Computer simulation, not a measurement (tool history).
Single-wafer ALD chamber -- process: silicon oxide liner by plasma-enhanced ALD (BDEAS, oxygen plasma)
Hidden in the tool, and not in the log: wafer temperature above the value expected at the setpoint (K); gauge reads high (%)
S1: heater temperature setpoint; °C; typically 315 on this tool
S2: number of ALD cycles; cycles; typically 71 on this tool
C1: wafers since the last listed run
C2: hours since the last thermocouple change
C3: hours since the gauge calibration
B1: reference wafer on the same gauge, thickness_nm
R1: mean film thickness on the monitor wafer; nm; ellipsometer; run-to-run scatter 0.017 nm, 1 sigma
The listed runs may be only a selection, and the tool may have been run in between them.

{"run": 1, "day": 0.0, "S1": 309, "S2": 71, "C1": 0, "C2": 1604.5, "C3": 1240.2, "B1": 7.703, "R1": 7.029}
{"run": 2, "day": 2.308, "S1": 309, "S2": 71, "C1": 176, "C2": 1659.9, "C3": 1295.6, "B1": 7.701, "R1": 7.01}
{"run": 3, "day": 4.508, "S1": 303, "S2": 71, "C1": 168, "C2": 1712.7, "C3": 1348.4, "B1": 7.696, "R1": 7.086}
{"run": 4, "day": 6.875, "S1": 303, "S2": 71, "C1": 181, "C2": 1769.5, "C3": 1405.2, "B1": 7.701, "R1": 7.073}
{"run": 5, "day": 8.617, "S1": 315, "S2": 79, "C1": 133, "C2": 1811.3, "C3": 1447.0, "B1": 7.701, "R1": 7.76}
{"run": 6, "day": 10.504, "S1": 315, "S2": 71, "C1": 144, "C2": 1856.6, "C3": 1492.3, "B1": 7.699, "R1": 6.969}
{"run": 7, "day": 12.346, "S1": 315, "S2": 71, "C1": 140, "C2": 1900.8, "C3": 1536.5, "B1": 7.702, "R1": 6.992}
{"run": 8, "day": 15.096, "S1": 315, "S2": 71, "C1": 210, "C2": 1966.8, "C3": 1602.5, "B1": 7.696, "R1": 6.971}
{"run": 9, "day": 16.125, "S1": 311, "S2": 80, "C1": 78, "C2": 1991.5, "C3": 1627.2, "B1": 7.7, "R1": 7.873}
{"run": 10, "day": 17.475, "S1": 311, "S2": 80, "C1": 103, "C2": 2023.9, "C3": 1659.6, "B1": 7.699, "R1": 7.905}
{"run": 11, "day": 19.954, "S1": 311, "S2": 80, "C1": 189, "C2": 2083.4, "C3": 1719.1, "B1": 7.699, "R1": 7.863}
{"run": 12, "day": 21.521, "S1": 315, "S2": 71, "C1": 119, "C2": 2121.0, "C3": 1756.7, "B1": 7.7, "R1": 6.969}
{"run": 13, "day": 22.612, "S1": 315, "S2": 71, "C1": 83, "C2": 2147.2, "C3": 1782.9, "B1": 7.698, "R1": 6.964}
{"run": 14, "day": 24.142, "S1": 315, "S2": 71, "C1": 116, "C2": 2183.9, "C3": 1819.6, "B1": 7.7, "R1": 6.982}
{"run": 15, "day": 26.1, "S1": 326, "S2": 67, "C1": 149, "C2": 2230.9, "C3": 1866.6, "B1": 7.698, "R1": 6.493}
{"run": 16, "day": 28.233, "S1": 315, "S2": 77, "C1": 163, "C2": 2282.1, "C3": 1917.8, "B1": 7.702, "R1": 7.561}
{"day": 28.367, "done": "gauge calibrated"}
{"run": 17, "day": 30.708, "S1": 315, "S2": 77, "C1": 189, "C2": 2341.5, "C3": 56.2, "B1": 7.703, "R1": 7.54}
{"run": 18, "day": 32.988, "S1": 315, "S2": 77, "C1": 174, "C2": 2396.2, "C3": 110.9, "B1": 7.698, "R1": 7.558}
{"run": 19, "day": 41.846, "S1": 315, "S2": 67, "C1": 677, "C2": 2608.8, "C3": 323.5, "B1": 7.696, "R1": 6.583}
{"run": 20, "day": 42.883, "S1": 315, "S2": 74, "C1": 79, "C2": 2633.7, "C3": 348.4, "B1": 7.702, "R1": 7.255}
{"run": 21, "day": 45.5, "S1": 315, "S2": 68, "C1": 200, "C2": 2696.5, "C3": 411.2, "B1": 7.697, "R1": 6.697}
{"run": 22, "day": 47.021, "S1": 315, "S2": 68, "C1": 116, "C2": 2733.0, "C3": 447.7, "B1": 7.697, "R1": 6.668}
{"run": 23, "day": 48.25, "S1": 308, "S2": 60, "C1": 94, "C2": 2762.5, "C3": 477.2, "B1": 7.703, "R1": 5.965}
{"run": 24, "day": 51.179, "S1": 315, "S2": 77, "C1": 224, "C2": 2832.8, "C3": 547.5, "B1": 7.701, "R1": 7.551}
{"run": 25, "day": 52.621, "S1": 328, "S2": 81, "C1": 110, "C2": 2867.4, "C3": 582.1, "B1": 7.7, "R1": 7.827}
{"run": 26, "day": 55.383, "S1": 323, "S2": 71, "C1": 211, "C2": 2933.7, "C3": 648.4, "B1": 7.702, "R1": 6.908}
{"run": 27, "day": 58.204, "S1": 327, "S2": 71, "C1": 215, "C2": 3001.4, "C3": 716.1, "B1": 7.696, "R1": 6.865}
{"run": 28, "day": 59.212, "S1": 321, "S2": 71, "C1": 77, "C2": 3025.6, "C3": 740.3, "B1": 7.7, "R1": 6.932}
{"run": 29, "day": 61.121, "S1": 305, "S2": 64, "C1": 145, "C2": 3071.4, "C3": 786.1, "B1": 7.697, "R1": 6.324}
{"run": 30, "day": 63.679, "S1": 310, "S2": 60, "C1": 195, "C2": 3132.8, "C3": 847.5, "B1": 7.702, "R1": 5.919}
{"run": 31, "day": 64.979, "S1": 315, "S2": 62, "C1": 99, "C2": 3164.0, "C3": 878.7, "B1": 7.7, "R1": 6.092}
{"day": 65.625, "done": "thermocouple changed; heater temperature recalibrated"}
{"run": 32, "day": 67.85, "S1": 315, "S2": 76, "C1": 194, "C2": 53.4, "C3": 947.6, "B1": 7.7, "R1": 7.444}
{"run": 33, "day": 70.621, "S1": 326, "S2": 57, "C1": 211, "C2": 119.9, "C3": 1014.1, "B1": 7.7, "R1": 5.528}
{"run": 34, "day": 71.692, "S1": 322, "S2": 58, "C1": 81, "C2": 145.6, "C3": 1039.8, "B1": 7.7, "R1": 5.66}
{"run": 35, "day": 73.246, "S1": 315, "S2": 71, "C1": 118, "C2": 182.9, "C3": 1077.1, "B1": 7.701, "R1": 6.969}
{"run": 36, "day": 74.696, "S1": 323, "S2": 64, "C1": 110, "C2": 217.7, "C3": 1111.9, "B1": 7.7, "R1": 6.212}
{"run": 37, "day": 77.6, "S1": 310, "S2": 71, "C1": 222, "C2": 287.4, "C3": 1181.6, "B1": 7.699, "R1": 7.039}
{"run": 38, "day": 79.467, "S1": 311, "S2": 80, "C1": 142, "C2": 332.2, "C3": 1226.4, "B1": 7.701, "R1": 7.905}
{"run": 39, "day": 82.279, "S1": 315, "S2": 71, "C1": 215, "C2": 399.7, "C3": 1293.9, "B1": 7.701, "R1": 7.009}
{"run": 40, "day": 83.283, "S1": 315, "S2": 59, "C1": 76, "C2": 423.8, "C3": 1318.0, "B1": 7.7, "R1": 5.799}
{"run": 41, "day": 90.146, "S1": 315, "S2": 71, "C1": 524, "C2": 588.5, "C3": 1482.7, "B1": 7.695, "R1": 6.956}
{"run": 42, "day": 91.867, "S1": 306, "S2": 71, "C1": 131, "C2": 629.8, "C3": 1524.0, "B1": 7.695, "R1": 7.022}

What does the tool deliver on the next run?
{"run": 43, "day": 93.204, "S1": 315, "S2": 71, "C1": 102, "C2": 661.9, "C3": 1556.1, "B1": "?", "R1": "?"}

Run 43 produced B1 7.697, R1 6.996 nm.
Minus the tool's unlogged condition, the same run would have read R1 6.996 nm.

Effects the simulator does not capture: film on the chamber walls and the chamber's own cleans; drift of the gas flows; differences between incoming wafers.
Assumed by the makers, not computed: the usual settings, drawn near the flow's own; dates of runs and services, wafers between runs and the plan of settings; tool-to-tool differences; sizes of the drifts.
